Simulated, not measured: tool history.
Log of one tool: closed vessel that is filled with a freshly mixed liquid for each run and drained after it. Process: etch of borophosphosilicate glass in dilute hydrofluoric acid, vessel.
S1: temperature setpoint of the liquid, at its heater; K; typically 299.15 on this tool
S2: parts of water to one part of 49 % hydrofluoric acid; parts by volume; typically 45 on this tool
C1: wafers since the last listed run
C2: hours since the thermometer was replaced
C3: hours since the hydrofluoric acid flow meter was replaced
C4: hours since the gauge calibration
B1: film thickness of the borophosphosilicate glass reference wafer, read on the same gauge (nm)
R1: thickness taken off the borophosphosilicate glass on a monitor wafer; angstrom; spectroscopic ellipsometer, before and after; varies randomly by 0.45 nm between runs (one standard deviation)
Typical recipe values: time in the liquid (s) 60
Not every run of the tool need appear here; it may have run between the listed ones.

Run 1, day 0.000: usual settings; C1 0; C2 1373.0; C3 1746.0; C4 749.5; B1 100.00. Result: R1 527.9 angstrom.
Run 2, day 0.796: usual settings; C1 1750; C2 1392.1; C3 1765.1; C4 768.6; B1 100.00. Result: R1 528.2 angstrom.
Run 3, day 1.983: usual settings; C1 2612; C2 1420.6; C3 1793.6; C4 797.1; B1 100.02. Result: R1 517.1 angstrom.
Run 4, day 2.688: usual settings; C1 1549; C2 1437.5; C3 1810.5; C4 814.0; B1 99.99. Result: R1 525.0 angstrom.
Run 5, day 4.008: usual settings but time in the liquid (s) 80; C1 2905; C2 1469.2; C3 1842.2; C4 845.7; B1 100.02. Result: R1 697.4 angstrom.
Run 6, day 5.375: usual settings but time in the liquid (s) 80; C1 3006; C2 1502.0; C3 1875.0; C4 878.5; B1 100.00. Result: R1 697.1 angstrom.
Run 7, day 6.396: usual settings; C1 2245; C2 1526.5; C3 1899.5; C4 903.0; B1 99.99. Result: R1 524.0 angstrom.
Run 8, day 7.504: usual settings but S1 303.65 K, S2 55 parts by volume, time in the liquid (s) 45; C1 2438; C2 1553.1; C3 1926.1; C4 929.6; B1 100.00. Result: R1 376.6 angstrom.
Run 9, day 8.242: usual settings but S2 30 parts by volume; C1 1622; C2 1570.8; C3 1943.8; C4 947.3; B1 99.99. Result: R1 789.1 angstrom.
At day 8.542: hydrofluoric acid flow meter replaced.
Run 10, day 9.208: usual settings but S1 297.65 K; C1 2034; C2 1594.0; C3 16.0; C4 970.5; B1 99.99. Result: R1 526.7 angstrom.
Run 11, day 9.771: usual settings; C1 1237; C2 1607.5; C3 29.5; C4 984.0; B1 99.99. Result: R1 556.0 angstrom.
Run 12, day 10.550: usual settings; C1 1714; C2 1626.2; C3 48.2; C4 1002.7; B1 100.03. Result: R1 560.2 angstrom.
Run 13, day 11.146: usual settings; C1 1310; C2 1640.5; C3 62.5; C4 1017.0; B1 100.01. Result: R1 557.5 angstrom.
Run 14, day 12.400: usual settings but S2 60 parts by volume, time in the liquid (s) 85; C1 2758; C2 1670.6; C3 92.6; C4 1047.1; B1 99.97. Result: R1 582.3 angstrom.
Run 15, day 13.221: usual settings; C1 1805; C2 1690.3; C3 112.3; C4 1066.8; B1 99.99. Result: R1 557.6 angstrom.
Run 16, day 13.746: usual settings but time in the liquid (s) 70; C1 1154; C2 1702.9; C3 124.9; C4 1079.4; B1 99.99. Result: R1 651.0 angstrom.
Run 17, day 14.629: usual settings but S2 60 parts by volume, time in the liquid (s) 30; C1 1943; C2 1724.1; C3 146.1; C4 1100.6; B1 100.02. Result: R1 203.9 angstrom.
Run 18, day 15.383: usual settings but S1 301.65 K, time in the liquid (s) 70; C1 1659; C2 1742.2; C3 164.2; C4 1118.7; B1 100.01. Result: R1 717.1 angstrom.
Run 19, day 19.288: usual settings; C1 8588; C2 1835.9; C3 257.9; C4 1212.4; B1 100.00. Result: R1 550.8 angstrom.
At day 19.900: thermometer replaced.
Run 20, day 20.475: usual settings but S2 35 parts by volume, time in the liquid (s) 35; C1 2520; C2 13.8; C3 286.4; C4 1240.9; B1 100.03. Result: R1 447.1 angstrom.
Run 21, day 21.504: usual settings but S2 50 parts by volume, time in the liquid (s) 75; C1 2263; C2 38.5; C3 311.1; C4 1265.6; B1 100.03. Result: R1 648.0 angstrom.
At day 21.838: gauge calibrated.
Run 22, day 22.471: usual settings; C1 2126; C2 61.7; C3 334.3; C4 15.2; B1 100.01. Result: R1 582.9 angstrom.
Run 23, day 23.850: usual settings but S2 30 parts by volume, time in the liquid (s) 45; C1 3033; C2 94.8; C3 367.4; C4 48.3; B1 100.00. Result: R1 682.4 angstrom.
Run 24, day 25.183: usual settings but S1 296.15 K, S2 40 parts by volume, time in the liquid (s) 40; C1 2933; C2 126.8; C3 399.4; C4 80.3; B1 100.02. Result: R1 391.4 angstrom.
Run 25, day 26.271: usual settings but S1 303.15 K, time in the liquid (s) 85; C1 2392; C2 152.9; C3 425.5; C4 106.4; B1 100.01. Result: R1 965.6 angstrom.
Run 26, day 26.817: usual settings but S1 296.15 K; C1 1200; C2 166.0; C3 438.6; C4 119.5; B1 99.99. Result: R1 513.7 angstrom.
Run 27, day 27.942: usual settings; C1 2474; C2 193.0; C3 465.6; C4 146.5; B1 100.01. Result: R1 587.9 angstrom.
Run 28, day 29.367: usual settings; C1 3134; C2 227.2; C3 499.8; C4 180.7; B1 100.01. Result: R1 579.1 angstrom.
Run 29, day 30.829: usual settings; C1 3217; C2 262.3; C3 534.9; C4 215.8; B1 99.99. Result: R1 578.1 angstrom.
Run 30, day 32.179: usual settings but S2 60 parts by volume, time in the liquid (s) 30; C1 2969; C2 294.7; C3 567.3; C4 248.2; B1 100.01. Result: R1 212.0 angstrom.
Run 31, day 33.621: usual settings but S2 55 parts by volume, time in the liquid (s) 70; C1 3171; C2 329.3; C3 601.9; C4 282.8; B1 100.01. Result: R1 538.1 angstrom.

The logged runs with the hidden state left out (each run's random variation unchanged):
The tool's hidden condition here consists of: liquid colder than its thermometer reads (K); hydrofluoric acid flow below the setpoint (%); gauge reads high (%).
run     R1
  1  604.5
  2  605.7
  3  594.2
  4  604.2
  5  804.7
  6  806.2
  7  607.3
  8  436.9
  9  916.8
 10  566.7
 11  598.6
 12  603.8
 13  601.5
 14  629.3
 15  604.0
 16  705.7
 17  221.2
 18  778.7
 19  603.1
 20  457.0
 21  664.0
 22  598.1
 23  701.6
 24  403.6
 25  997.5
 26  531.3
 27  609.3
 28  601.7
 29  602.4
 30  221.5
 31  563.4

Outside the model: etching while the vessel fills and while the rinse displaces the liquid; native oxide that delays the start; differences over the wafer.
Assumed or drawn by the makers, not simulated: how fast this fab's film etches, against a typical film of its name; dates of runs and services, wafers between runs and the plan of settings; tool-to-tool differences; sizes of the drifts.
